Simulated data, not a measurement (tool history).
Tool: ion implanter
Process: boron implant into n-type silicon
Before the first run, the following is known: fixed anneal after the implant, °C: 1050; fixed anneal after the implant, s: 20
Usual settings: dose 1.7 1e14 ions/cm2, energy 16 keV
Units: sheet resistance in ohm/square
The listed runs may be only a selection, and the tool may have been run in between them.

run     day  dose  energy  read-back reference wafer on the same gauge, sheet resistance  sheet resistance
  1       0  1.96    20.5                                                         532.96            463.63
  2   1.321  1.96    20.5                                                         532.78            465.34
  3   2.033  1.96    20.5                                                         533.31            466.95
  4   2.742   1.7      16                                                         532.72            540.61
  5   5.388   1.7      16                                                         533.35            538.78
  6   6.417   1.7      16                                                         532.68            534.19
  7   7.779   1.7      16                                                         533.01            538.54
       8.85  -- gauge calibrated
  8    9.15   1.7      16                                                         533.09            538.75
  9  10.446   1.7      16                                                         532.79            538.67
 10  11.521  1.49      16                                                         533.01            593.43
 11  12.554  1.49      16                                                         533.04            594.49
 12  13.088  1.49      16                                                         532.78            595.41
 13  13.688   1.7      16                                                         533.24            530.06
 14  14.908   1.7      16                                                         532.84            531.53
 15  16.088   1.7    17.5                                                          532.8            529.64
 16  17.346   1.7      16                                                         533.22            529.04
     19.025  -- extraction supply calibrated
 17  20.621   1.7      16                                                         532.98            527.18
     21.354  -- Faraday cup replaced and dose calibrated
 18    21.9   1.7      16                                                         533.02            552.25
 19  22.533  1.42      14                                                         533.09            647.28
 20  23.171  2.02    11.5                                                         533.11            498.73
 21  23.912   1.7      16                                                         533.09            556.59
 22  24.675  1.45      14                                                         533.12            636.33
 23  25.829   1.7      16                                                         533.33            547.81
 24  26.675  2.07      21                                                         532.98             454.3
 25  27.667  2.15    19.5                                                         532.88            445.71
 26  29.108  1.34    18.5                                                         532.95            656.43
     29.583  -- gauge calibrated
 27  31.433   1.7      16                                                         532.91            551.71
 28  32.775  1.54    11.5                                                         533.14            623.83
 29  33.738   1.7    17.5                                                         532.71            541.56
 30  35.229  1.29    14.5                                                         533.07            699.44
 31  36.583   1.7      16                                                         533.24            552.17
 32  38.083   1.7      16                                                         533.22            551.36
 33  39.567  1.91    12.5                                                         532.88             512.3
 34  40.325  2.09      18                                                         533.15            456.41
 35  41.596   1.7      16                                                         533.15            547.51
 36  42.433   1.7    13.5                                                         532.69            559.13
 37  43.738  1.95      16                                                         533.03            491.66
 38  44.388  2.09      11                                                         533.41            482.33

Predict each of these 3 candidate next runs independently; none follows another, all start after run 38:
  A  44.404   1.7      16                                                              ?                 ?
  B  44.404   1.7    18.5                                                              ?                 ?
  C  44.404   2.2      20                                                              ?                 ?

run  read-back reference wafer on the same gauge, sheet resistance  sheet resistance
  A                                                         533.14            546.07
  B                                                         533.14            535.88
  C                                                         533.14            429.48
With the hidden condition removed and each run's random variation left untouched, the same runs would have given:
run  sheet resistance
  A            546.06
  B            535.87
  C            429.46

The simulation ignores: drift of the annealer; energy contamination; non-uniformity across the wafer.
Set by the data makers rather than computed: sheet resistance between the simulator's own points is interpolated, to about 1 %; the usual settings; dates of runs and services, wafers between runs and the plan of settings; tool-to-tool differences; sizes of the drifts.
